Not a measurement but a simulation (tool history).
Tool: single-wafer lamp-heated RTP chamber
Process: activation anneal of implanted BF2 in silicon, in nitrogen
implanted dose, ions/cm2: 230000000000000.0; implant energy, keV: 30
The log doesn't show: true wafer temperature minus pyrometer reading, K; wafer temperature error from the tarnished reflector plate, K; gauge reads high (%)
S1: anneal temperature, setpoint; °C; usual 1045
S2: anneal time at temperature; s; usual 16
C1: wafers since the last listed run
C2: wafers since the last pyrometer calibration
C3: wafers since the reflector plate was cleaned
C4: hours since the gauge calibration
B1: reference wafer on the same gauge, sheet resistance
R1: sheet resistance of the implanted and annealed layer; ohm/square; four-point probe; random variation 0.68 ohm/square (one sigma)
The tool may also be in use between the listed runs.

Run 1, hour 0.0: usual settings; C1 0; C2 7936; C3 2584; C4 257.7; B1 525.66. Result: R1 450.95 ohm/square.
At hour 71.0: pyrometer window cleaned and pyrometer calibrated.
Run 2, hour 71.4: usual settings; C1 1132; C2 7; C3 3717; C4 329.1; B1 525.15. Result: R1 449.58 ohm/square.
Run 3, hour 122.4: usual settings; C1 911; C2 919; C3 4628; C4 380.1; B1 524.66. Result: R1 451.07 ohm/square.
Run 4, hour 180.3: usual settings; C1 1034; C2 1953; C3 5663; C4 438.0; B1 524.60. Result: R1 450.45 ohm/square.
Run 5, hour 226.2: usual settings; C1 820; C2 2773; C3 6483; C4 483.9; B1 523.83. Result: R1 449.08 ohm/square.
Run 6, hour 251.8: usual settings; C1 457; C2 3231; C3 6940; C4 509.5; B1 523.46. Result: R1 449.32 ohm/square.
At hour 304.4: reflector plate cleaned.
Run 7, hour 319.8: usual settings; C1 1072; C2 4303; C3 275; C4 577.5; B1 522.77. Result: R1 448.13 ohm/square.
Run 8, hour 390.5: usual settings; C1 1263; C2 5566; C3 1538; C4 648.2; B1 522.14. Result: R1 447.61 ohm/square.
Run 9, hour 426.9: usual settings; C1 650; C2 6217; C3 2188; C4 684.6; B1 521.31. Result: R1 446.56 ohm/square.
Run 10, hour 471.7: usual settings but S2 22 s; C1 800; C2 7017; C3 2989; C4 729.4; B1 520.93. Result: R1 442.98 ohm/square.
At hour 506.4: gauge calibrated.
At hour 532.6: pyrometer window cleaned and pyrometer calibrated.
Run 11, hour 534.3: usual settings but S2 22 s; C1 975; C2 31; C3 3965; C4 27.9; B1 524.39. Result: R1 447.60 ohm/square.
Run 12, hour 580.5: usual settings but S2 22 s; C1 825; C2 856; C3 4790; C4 74.1; B1 524.44. Result: R1 447.98 ohm/square.
Run 13, hour 698.4: usual settings but S2 7 s; C1 2106; C2 2963; C3 6897; C4 192.0; B1 524.44. Result: R1 454.28 ohm/square.
At hour 716.2: reflector plate cleaned.
Run 14, hour 753.5: usual settings but S1 1074 °C; C1 841; C2 3805; C3 665; C4 247.1; B1 523.83. Result: R1 445.53 ohm/square.
Run 15, hour 800.4: usual settings; C1 838; C2 4643; C3 1503; C4 294.0; B1 523.77. Result: R1 448.07 ohm/square.
Run 16, hour 834.9: usual settings; C1 616; C2 5259; C3 2120; C4 328.5; B1 523.51. Result: R1 450.31 ohm/square.
Run 17, hour 887.1: usual settings but S2 20 s; C1 932; C2 6192; C3 3052; C4 380.7; B1 522.96. Result: R1 445.70 ohm/square.
Run 18, hour 933.8: usual settings but S1 1066 °C, S2 9 s; C1 834; C2 7026; C3 3887; C4 427.4; B1 522.44. Result: R1 450.06 ohm/square.
Run 19, hour 981.6: usual settings but S1 1020 °C, S2 21 s; C1 854; C2 7880; C3 4741; C4 475.2; B1 522.17. Result: R1 449.25 ohm/square.
At hour 1016.8: pyrometer window cleaned and pyrometer calibrated.
Run 20, hour 1017.3: usual settings but S1 1059 °C, S2 8 s; C1 494; C2 9; C3 5236; C4 510.9; B1 521.52. Result: R1 450.90 ohm/square.
Run 21, hour 1074.5: usual settings; C1 1022; C2 1031; C3 6258; C4 568.1; B1 521.16. Result: R1 446.57 ohm/square.
At hour 1120.4: reflector plate cleaned.
Run 22, hour 1137.2: usual settings but S1 1058 °C, S2 9 s; C1 977; C2 2008; C3 299; C4 630.8; B1 520.24. Result: R1 448.09 ohm/square.
Run 23, hour 1212.1: usual settings; C1 1338; C2 3347; C3 1638; C4 705.7; B1 519.25. Result: R1 444.45 ohm/square.
Run 24, hour 1256.6: usual settings but S1 1028 °C, S2 14 s; C1 795; C2 4142; C3 2433; C4 750.2; B1 518.58. Result: R1 447.31 ohm/square.

What the log doesn't show, run by run:
true wafer temperature minus pyrometer reading, K: 0 in every run
wafer temperature error from the tarnished reflector plate, K: 0 in every run
H1: gauge reads high (%)
run       H1
  1    0.129
  2   0.0452
  3  -0.0268
  4   -0.121
  5   -0.205
  6   -0.256
  7   -0.403
  8   -0.576
  9   -0.672
 10   -0.799
 11  -0.0907
 12     -0.1
 13   -0.163
 14   -0.211
 15   -0.261
 16   -0.304
 17   -0.378
 18   -0.453
 19   -0.539
 20   -0.609
 21   -0.732
 22   -0.881
 23    -1.08
 24    -1.21
